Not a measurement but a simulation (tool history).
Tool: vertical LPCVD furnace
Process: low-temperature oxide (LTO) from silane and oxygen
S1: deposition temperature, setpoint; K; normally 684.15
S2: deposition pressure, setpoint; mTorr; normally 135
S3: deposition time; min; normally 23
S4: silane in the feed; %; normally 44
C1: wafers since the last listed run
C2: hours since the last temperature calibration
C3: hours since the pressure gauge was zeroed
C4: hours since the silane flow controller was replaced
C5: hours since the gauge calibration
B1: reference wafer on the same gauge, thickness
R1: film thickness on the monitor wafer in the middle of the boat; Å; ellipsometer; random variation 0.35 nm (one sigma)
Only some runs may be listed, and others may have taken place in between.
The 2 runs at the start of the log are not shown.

| run | hour | S1 | S2 | S3 | S4 | C1 | C2 | C3 | C4 | C5 | B1 | R1 |
|---|---|---|---|---|---|---|---|---|---|---|---|---|
| 3 | 70.9 | 684.15 | 135 | 23 | 44 | 929 | 2025.9 | 2672.9 | 2391.3 | 582.9 | 161.04 | 1553.5 |
| 4 | 140.6 | 684.15 | 135 | 23 | 44 | 1825 | 2095.6 | 2742.6 | 2461 | 652.6 | 160.8 | 1550.6 |
| 5 | 199.1 | 684.15 | 135 | 23 | 44 | 1531 | 2154.1 | 2801.1 | 2519.5 | 711.1 | 161.12 | 1548.2 |
| 6 | 264.3 | 684.15 | 155 | 23 | 46 | 1707 | 2219.3 | 2866.3 | 2584.7 | 776.3 | 161.11 | 1867.6 |
| 7 | 335 | 690.15 | 135 | 23 | 44 | 1851 | 2290 | 2937 | 2655.4 | 847 | 161.09 | 1649.5 |
| 8 | 404.4 | 690.15 | 135 | 23 | 44 | 1817 | 2359.4 | 3006.4 | 2724.8 | 916.4 | 161.07 | 1646.7 |
| 9 | 450.3 | 684.15 | 135 | 23 | 44 | 1201 | 2405.3 | 3052.3 | 2770.7 | 962.3 | 160.8 | 1549.6 |
| 10 | 480.8 | 684.15 | 135 | 23 | 44 | 798 | 2435.8 | 3082.8 | 2801.2 | 992.8 | 160.97 | 1546.1 |
| 11 | 511.2 | 684.15 | 150 | 31 | 44 | 796 | 2466.2 | 3113.2 | 2831.6 | 1023.2 | 160.9 | 2331.1 |
| 12 | 560 | 692.15 | 135 | 23 | 37 | 1277 | 2515 | 3162 | 2880.4 | 1072 | 160.96 | 1382 |
| 13 | 740.8 | 675.15 | 145 | 26.5 | 46 | 4734 | 2695.8 | 3342.8 | 3061.2 | 1252.8 | 160.94 | 1825 |
| 14 | 778.6 | 684.15 | 135 | 23 | 44 | 989 | 2733.6 | 3380.6 | 3099 | 1290.6 | 161.02 | 1537.8 |
| 15 | 821.4 | 688.15 | 160 | 29 | 44 | 1120 | 2776.4 | 3423.4 | 3141.8 | 1333.4 | 161.13 | 2409.7 |
| 16 | 873.1 | 691.15 | 135 | 31 | 44 | 1353 | 2828.1 | 3475.1 | 3193.5 | 1385.1 | 160.89 | 2227.1 |
| 17 | 903.2 | 694.15 | 135 | 20 | 37 | 788 | 2858.2 | 3505.2 | 3223.6 | 1415.2 | 160.94 | 1217 |
|  | 967 | thermocouples replaced and temperature profile calibrated |
| 18 | 967.5 | 675.15 | 170 | 28 | 47 | 1055 | 0.5 | 3569.5 | 3287.9 | 1479.5 | 161.14 | 2307.5 |
|  | 1025.9 | silane flow controller replaced |
| 19 | 1032.7 | 684.15 | 165 | 23 | 47 | 1078 | 65.7 | 3634.7 | 6.8 | 1544.7 | 160.93 | 2011.1 |

The next listed run, before its measurement:
|  | 1092.3 | pressure gauge zeroed |
| 20 | 1097.9 | 684.15 | 135 | 23 | 44 | 1078 | 130.9 | 5.6 | 72 | 1609.9 | ? | ? |

{"run 20": {"B1": 160.99, "R1": 1576.1}}
With no hidden state in the tool, this same run would have given R1 1579.3 Å.
